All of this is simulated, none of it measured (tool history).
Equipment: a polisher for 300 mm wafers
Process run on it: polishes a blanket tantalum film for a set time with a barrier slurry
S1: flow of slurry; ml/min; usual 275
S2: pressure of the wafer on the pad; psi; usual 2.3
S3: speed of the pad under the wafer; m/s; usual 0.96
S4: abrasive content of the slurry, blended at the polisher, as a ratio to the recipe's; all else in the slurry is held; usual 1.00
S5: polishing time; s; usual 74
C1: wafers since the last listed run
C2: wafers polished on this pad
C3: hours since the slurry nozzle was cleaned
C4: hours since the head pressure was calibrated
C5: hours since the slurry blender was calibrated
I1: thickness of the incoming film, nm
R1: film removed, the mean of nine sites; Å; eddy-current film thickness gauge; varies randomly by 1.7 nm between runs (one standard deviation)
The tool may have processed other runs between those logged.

| run | hour | S1 | S2 | S3 | S4 | S5 | C1 | C2 | C3 | C4 | C5 | I1 | R1 |
|---|---|---|---|---|---|---|---|---|---|---|---|---|---|
| 1 | 0.0 | 275 | 2.6 | 0.96 | 1.00 | 74 | 0 | 453 | 18.2 | 379.1 | 90.7 | 442.7 | 1416 |
|  | 5.1 | head pressure recalibrated |
| 2 | 17.0 | 275 | 2.6 | 0.96 | 1.00 | 74 | 129 | 583 | 35.2 | 11.9 | 107.7 | 448.6 | 1271 |
| 3 | 30.8 | 275 | 2.6 | 0.96 | 1.00 | 74 | 119 | 702 | 49.0 | 25.7 | 121.5 | 440.1 | 1250 |
| 4 | 41.0 | 225 | 2.3 | 0.96 | 1.00 | 74 | 88 | 790 | 59.2 | 35.9 | 131.7 | 444.7 | 1081 |
| 5 | 50.2 | 225 | 2.3 | 0.96 | 1.00 | 74 | 79 | 869 | 68.4 | 45.1 | 140.9 | 435.0 | 1055 |
| 6 | 59.9 | 225 | 2.3 | 0.96 | 1.00 | 74 | 83 | 953 | 78.1 | 54.8 | 150.6 | 441.5 | 1048 |
|  | 66.6 | worn pad replaced by a new one |
| 7 | 68.6 | 275 | 2.3 | 0.74 | 1.00 | 74 | 40 | 16 | 86.8 | 63.5 | 159.3 | 441.5 | 905 |
| 8 | 77.0 | 275 | 2.3 | 0.96 | 1.00 | 74 | 72 | 89 | 95.2 | 71.9 | 167.7 | 446.7 | 1212 |
| 9 | 91.6 | 275 | 2.3 | 0.96 | 1.25 | 74 | 125 | 215 | 109.8 | 86.5 | 182.3 | 437.8 | 1251 |
| 10 | 98.6 | 205 | 1.6 | 1.20 | 1.00 | 67 | 60 | 275 | 116.8 | 93.5 | 189.3 | 435.4 | 905 |
| 11 | 112.4 | 275 | 2.3 | 0.80 | 1.00 | 56 | 119 | 394 | 130.6 | 107.3 | 203.1 | 446.5 | 778 |
| 12 | 127.2 | 275 | 2.3 | 0.96 | 1.00 | 98 | 127 | 522 | 145.4 | 122.1 | 217.9 | 431.3 | 1613 |
| 13 | 134.4 | 275 | 2.3 | 0.96 | 1.00 | 74 | 62 | 584 | 152.6 | 129.3 | 225.1 | 444.6 | 1187 |
| 14 | 149.1 | 275 | 2.3 | 1.24 | 1.00 | 74 | 126 | 711 | 167.3 | 144.0 | 239.8 | 438.0 | 1532 |
| 15 | 157.3 | 275 | 3.0 | 0.82 | 1.00 | 74 | 70 | 782 | 175.5 | 152.2 | 248.0 | 433.0 | 1318 |
|  | 169.6 | worn pad replaced by a new one |
| 16 | 170.1 | 190 | 2.3 | 0.96 | 1.00 | 84 | 75 | 4 | 188.3 | 165.0 | 260.8 | 437.5 | 1378 |
| 17 | 174.0 | 220 | 2.3 | 0.66 | 1.00 | 89 | 33 | 37 | 192.2 | 168.9 | 264.7 | 439.5 | 1007 |
| 18 | 189.4 | 365 | 2.0 | 0.96 | 1.00 | 92 | 132 | 170 | 207.6 | 184.3 | 280.1 | 435.2 | 1373 |
|  | 194.2 | slurry blender recalibrated |
| 19 | 203.6 | 275 | 1.6 | 0.96 | 1.00 | 74 | 105 | 276 | 221.8 | 198.5 | 9.4 | 436.5 | 866 |
| 20 | 219.9 | 275 | 2.3 | 0.96 | 1.00 | 74 | 140 | 416 | 238.1 | 214.8 | 25.7 | 444.2 | 1250 |
| 21 | 232.4 | 275 | 2.3 | 0.82 | 1.00 | 67 | 107 | 524 | 250.6 | 227.3 | 38.2 | 444.8 | 942 |
| 22 | 247.7 | 275 | 2.5 | 0.96 | 1.00 | 74 | 132 | 656 | 265.9 | 242.6 | 53.5 | 442.3 | 1309 |
| 23 | 254.4 | 340 | 2.3 | 0.74 | 1.15 | 83 | 57 | 714 | 272.6 | 249.3 | 60.2 | 437.4 | 1092 |
| 24 | 263.5 | 275 | 2.3 | 1.16 | 0.70 | 74 | 78 | 792 | 281.7 | 258.4 | 69.3 | 437.7 | 1309 |
| 25 | 276.4 | 275 | 2.8 | 0.80 | 1.30 | 85 | 111 | 904 | 294.6 | 271.3 | 82.2 | 440.4 | 1453 |
| 26 | 286.8 | 205 | 1.6 | 1.20 | 1.00 | 67 | 89 | 994 | 305.0 | 281.7 | 92.6 | 446.2 | 872 |
| 27 | 297.9 | 275 | 2.3 | 0.96 | 0.90 | 74 | 95 | 1089 | 316.1 | 292.8 | 103.7 | 438.4 | 1120 |
|  | 304.8 | worn pad replaced by a new one |
| 28 | 313.8 | 225 | 2.3 | 0.96 | 0.85 | 74 | 102 | 78 | 332.0 | 308.7 | 119.6 | 439.9 | 1254 |
| 29 | 325.4 | 275 | 2.9 | 0.96 | 0.90 | 74 | 100 | 178 | 343.6 | 320.3 | 131.2 | 436.6 | 1627 |
| 30 | 337.7 | 335 | 2.3 | 0.96 | 1.00 | 60 | 106 | 284 | 355.9 | 332.6 | 143.5 | 442.4 | 1121 |
| 31 | 347.2 | 360 | 2.3 | 0.96 | 1.00 | 74 | 81 | 366 | 365.4 | 342.1 | 153.0 | 442.1 | 1333 |

Alternative continuations, all from the tool just after run 31; predict every row:
| A | 347.7 | 275 | 2.3 | 0.96 | 1.00 | 74 | 4 | 370 | 365.9 | 342.6 | 153.5 | 442.1 | ? |
| B | 347.7 | 275 | 2.3 | 0.96 | 0.85 | 74 | 4 | 370 | 365.9 | 342.6 | 153.5 | 442.1 | ? |
| C | 347.7 | 315 | 1.7 | 0.96 | 1.00 | 63 | 4 | 370 | 365.9 | 342.6 | 153.5 | 442.1 | ? |

| run | R1 |
|---|---|
| A | 1318 |
| B | 1270 |
| C | 841 |
Had the tool no hidden state, the same runs would have come out as:
| run | R1 |
|---|---|
| A | 1181 |
| B | 1138 |
| C | 753 |
